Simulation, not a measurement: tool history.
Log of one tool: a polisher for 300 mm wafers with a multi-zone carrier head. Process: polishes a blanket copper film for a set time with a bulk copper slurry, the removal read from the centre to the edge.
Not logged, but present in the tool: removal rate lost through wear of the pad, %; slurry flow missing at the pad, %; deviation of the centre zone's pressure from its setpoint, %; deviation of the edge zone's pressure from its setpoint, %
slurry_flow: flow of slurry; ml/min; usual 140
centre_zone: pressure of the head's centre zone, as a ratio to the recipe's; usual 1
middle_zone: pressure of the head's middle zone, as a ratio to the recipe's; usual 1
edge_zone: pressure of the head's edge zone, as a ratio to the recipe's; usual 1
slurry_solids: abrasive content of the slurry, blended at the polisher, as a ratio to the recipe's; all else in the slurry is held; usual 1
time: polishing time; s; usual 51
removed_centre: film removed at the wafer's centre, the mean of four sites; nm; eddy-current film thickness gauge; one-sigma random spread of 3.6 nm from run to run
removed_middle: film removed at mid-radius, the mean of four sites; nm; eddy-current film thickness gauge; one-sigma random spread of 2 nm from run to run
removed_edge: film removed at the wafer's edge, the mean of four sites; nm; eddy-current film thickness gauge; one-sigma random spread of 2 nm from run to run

run     day  slurry_flow  centre_zone  middle_zone  edge_zone  slurry_solids  time  wafers since the last listed run  wafers polished on this pad  hours since the slurry nozzle was cleaned  hours since the centre zone pressure was calibrated  hours since the edge zone pressure was calibrated  hours since the carrier head's membrane was replaced  incoming thickness of the incoming film, nm  removed_centre  removed_middle  removed_edge
  1       0          140            1            1          1            1.2    51                                 0                         1542                                      106.6                                                209.9                                             1060.7                                                 538.5                                       1836.8           277.6           273.5         265.9
  2   3.046          170            1         0.92          1              1    51                               840                         2382                                      179.7                                                  283                                             1133.8                                                 611.6                                       1839.5           269.1           247.1         258.2
  3   6.038          170            1         0.92          1              1    51                               825                         3208                                      251.5                                                354.8                                             1205.6                                                 683.4                                       1861.3           262.5             240           248
      9.696  -- worn pad replaced by a new one
  4  10.342          170            1         0.92          1              1    51                              1141                          178                                      354.8                                                458.1                                             1308.9                                                 786.7                                       1831.8           261.1           245.2         261.8
     11.642  -- edge zone pressure recalibrated
  5  12.458          140            1            1          1              1    51                               561                          739                                      405.6                                                508.9                                               19.6                                                 837.5                                       1836.9             239           243.7         242.9
  6  16.758          140            1            1          1              1    51                              1186                         1926                                      508.8                                                612.1                                              122.8                                                 940.7                                       1846.7           214.7           220.4         229.2
     16.896  -- slurry nozzle cleaned
  7  19.092          140            1            1          1           0.75    51                               632                         2558                                       52.7                                                668.1                                              178.8                                                 996.7                                       1860.7           238.1           235.3         230.8
  8  21.612          140            1            1          1              1    34                               695                         3254                                      113.2                                                728.6                                              239.3                                                1057.2                                       1864.1             160           163.8           160
  9  24.508          165            1            1          1              1    51                               799                         4053                                      182.7                                                798.1                                              308.8                                                1126.7                                       1808.4           240.2           234.7         233.2
     26.175  -- worn pad replaced by a new one
 10  27.979          140         0.93            1          1              1    51                               911                          498                                        266                                                881.4                                              392.1                                                  1210                                       1837.8             238             254         249.1
 11  29.558          140            1            1       0.91              1    65                               435                          934                                      303.9                                                919.3                                                430                                                1247.9                                       1827.1           315.3           320.3         306.6
 12  31.079          155            1         1.04          1              1    51                               419                         1353                                      340.4                                                955.8                                              466.5                                                1284.4                                       1808.2           248.7           259.9         250.3
 13  33.842          140            1            1          1              1    64                               762                         2116                                      406.7                                               1022.1                                              532.8                                                1350.7                                       1826.1           290.5           293.4         294.8
     34.783  -- carrier head's membrane replaced by a new one
 14  35.642          140            1            1          1              1    51                               439                         2555                                      449.9                                               1065.3                                                576                                                  20.6                                       1835.7           226.1           221.6         229.1
 15  37.979          185            1         1.07          1              1    67                               645                         3200                                        506                                               1121.4                                              632.1                                                  76.7                                         1833           294.9           316.2         302.3
     39.162  -- slurry nozzle cleaned
     40.138  -- centre zone pressure recalibrated
 16  41.575          140            1            1          1              1    51                               957                         4158                                       57.9                                                 34.5                                              718.4                                                   163                                       1835.8           231.1           237.3           232
     43.642  -- worn pad replaced by a new one
 17   45.45          140            1            1          1              1    51                              1023                          499                                      150.9                                                127.5                                              811.4                                                   256                                       1847.1           264.8           266.5         257.1
 18  49.908          140            1         0.92       0.96           1.25    51                              1230                         1729                                      257.9                                                234.5                                              918.4                                                   363                                       1823.9           264.7           250.4         259.6
 19  51.962          140            1            1          1           0.85    51                               566                         2296                                      307.2                                                283.8                                              967.7                                                 412.3                                       1848.2           241.4           240.3         238.7
 20  54.404          140            1            1       1.12              1    51                               673                         2970                                      365.8                                                342.4                                             1026.3                                                 470.9                                       1822.8           230.5           236.2         246.5
     56.775  -- worn pad replaced by a new one
 21  57.612          140            1            1          1              1    51                               839                          231                                      442.8                                                419.4                                             1103.3                                                 547.9                                       1825.5           243.6             242         245.5

Below are 4 alternative next runs, each starting from the tool's condition after run 21. Predict each:
  A  57.629          180            1            1          1              1    51                                 4                          236                                      443.2                                                419.8                                             1103.7                                                 548.3                                       1830.8               ?               ?             ?
  B  57.629          140            1            1       1.08              1    51                                 4                          236                                      443.2                                                419.8                                             1103.7                                                 548.3                                       1830.8               ?               ?             ?
  C  57.629          175         0.95            1          1           0.75    51                                 4                          236                                      443.2                                                419.8                                             1103.7                                                 548.3                                       1830.8               ?               ?             ?
  D  57.629          140            1         0.92          1            1.1    51                                 4                          236                                      443.2                                                419.8                                             1103.7                                                 548.3                                       1830.8               ?               ?             ?

run  removed_centre  removed_middle  removed_edge
  A           264.2           261.8         256.7
  B           244.2           244.5         252.2
  C           235.4             246         241.6
  D           248.8             234           250
Without the tool's hidden state the same runs would have given:
run  removed_centre  removed_middle  removed_edge
  A           291.6             286           274
  B           276.9           273.1         272.8
  C           260.6           269.3         258.3
  D           282.1           261.4         270.4
